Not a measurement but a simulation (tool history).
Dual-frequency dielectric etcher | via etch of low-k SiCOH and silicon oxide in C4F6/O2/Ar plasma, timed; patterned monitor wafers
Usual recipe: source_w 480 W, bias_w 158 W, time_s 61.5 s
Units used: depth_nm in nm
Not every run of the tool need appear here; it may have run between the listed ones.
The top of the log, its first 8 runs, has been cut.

run   hour  source_w  bias_w  time_s  wafers since the last listed run  hours since the last wet clean  hours since the last source power generator calibration  hours since the last bias power generator calibration  hours since the last upper electrode change  hours since the gauge calibration  read-back reference wafer on the same gauge, depth_nm  depth_nm
  9   98.9       570     158    61.5                                47                             4.9                                                   5317.3                                                 2163.8                                       3613.9                              369.5                                                  183.7     218.3
 10  108.9       480     158    61.5                               119                            14.9                                                   5327.3                                                 2173.8                                       3623.9                              379.5                                                  184.2     205.8
 11  116.8       480     158    61.5                                94                            22.8                                                   5335.2                                                 2181.7                                       3631.8                              387.4                                                  184.1     205.9
     137.9  -- gauge calibrated
     149.4  -- upper electrode replaced, of another model than before
 12  149.9       480     158    61.5                               108                            55.9                                                   5368.3                                                 2214.8                                          0.5                               12.0                                                  184.1     205.4
 13  150.2       480     158    61.5                                 3                            56.2                                                   5368.6                                                 2215.1                                          0.8                               12.3                                                  183.9     205.0
 14  157.7       480     158    61.5                                89                            63.7                                                   5376.1                                                 2222.6                                          8.3                               19.8                                                  184.2     205.1
 15  208.1       580     128    46.5                               601                           114.1                                                   5426.5                                                 2273.0                                         58.7                               70.2                                                  184.1     146.2
 16  222.7       410     142    66.0                               174                           128.7                                                   5441.1                                                 2287.6                                         73.3                               84.8                                                  184.0     195.6
     227.7  -- bias power generator calibrated
     234.1  -- source power generator calibrated
 17  234.6       480     158    61.5                                46                           140.6                                                      0.5                                                    6.9                                         85.2                               96.7                                                  184.6     203.6
 18  239.2       480     158    61.5                                54                           145.2                                                      5.1                                                   11.5                                         89.8                              101.3                                                  184.6     200.2
 19  248.4       480     131    48.5                               109                           154.4                                                     14.3                                                   20.7                                         99.0                              110.5                                                  184.4     143.0
 20  262.5       390     143    46.5                               168                           168.5                                                     28.4                                                   34.8                                        113.1                              124.6                                                  184.0     134.9
 21  278.8       400     158    61.5                               194                           184.8                                                     44.7                                                   51.1                                        129.4                              140.9                                                  183.9     189.8
 22  295.6       480     131    48.5                               200                           201.6                                                     61.5                                                   67.9                                        146.2                              157.7                                                  184.2     143.2
 23  308.6       480     158    61.5                               155                           214.6                                                     74.5                                                   80.9                                        159.2                              170.7                                                  184.0     201.9
 24  315.2       480     123    78.0                                78                           221.2                                                     81.1                                                   87.5                                        165.8                              177.3                                                  183.9     221.4
 25  326.6       520     158    76.5                               136                           232.6                                                     92.5                                                   98.9                                        177.2                              188.7                                                  184.3     255.6
 26  338.1       480     130    61.5                               137                           244.1                                                    104.0                                                  110.4                                        188.7                              200.2                                                  184.4     178.5
 27  354.6       440     181    54.0                               196                           260.6                                                    120.5                                                  126.9                                        205.2                              216.7                                                  184.1     180.3
 28  363.3       480     139    61.5                               103                           269.3                                                    129.2                                                  135.6                                        213.9                              225.4                                                  184.5     186.3
 29  388.7       520     158    61.5                               303                           294.7                                                    154.6                                                  161.0                                        239.3                              250.8                                                  183.9     202.9
 30  406.5       480     145    50.0                               212                           312.5                                                    172.4                                                  178.8                                        257.1                              268.6                                                  183.9     153.7

What if the next run were any one of these 4? Each begins from the tool's condition after run 30:
  A  406.9       480     158    61.5                                 4                           312.9                                                    172.8                                                  179.2                                        257.5                              269.0                                                      ?         ?
  B  406.9       520     186    71.5                                 4                           312.9                                                    172.8                                                  179.2                                        257.5                              269.0                                                      ?         ?
  C  406.9       580     158    56.0                                 4                           312.9                                                    172.8                                                  179.2                                        257.5                              269.0                                                      ?         ?
  D  406.9       480     120    70.5                                 4                           312.9                                                    172.8                                                  179.2                                        257.5                              269.0                                                      ?         ?

run  read-back reference wafer on the same gauge, depth_nm  depth_nm
  A                                                  184.2     196.7
  B                                                  184.2     254.8
  C                                                  184.2     190.8
  D                                                  184.2     194.3
The same runs, with their run-to-run variation unchanged, on a tool lacking any hidden condition would have given:
run  depth_nm
  A     204.8
  B     265.3
  C     198.6
  D     202.2
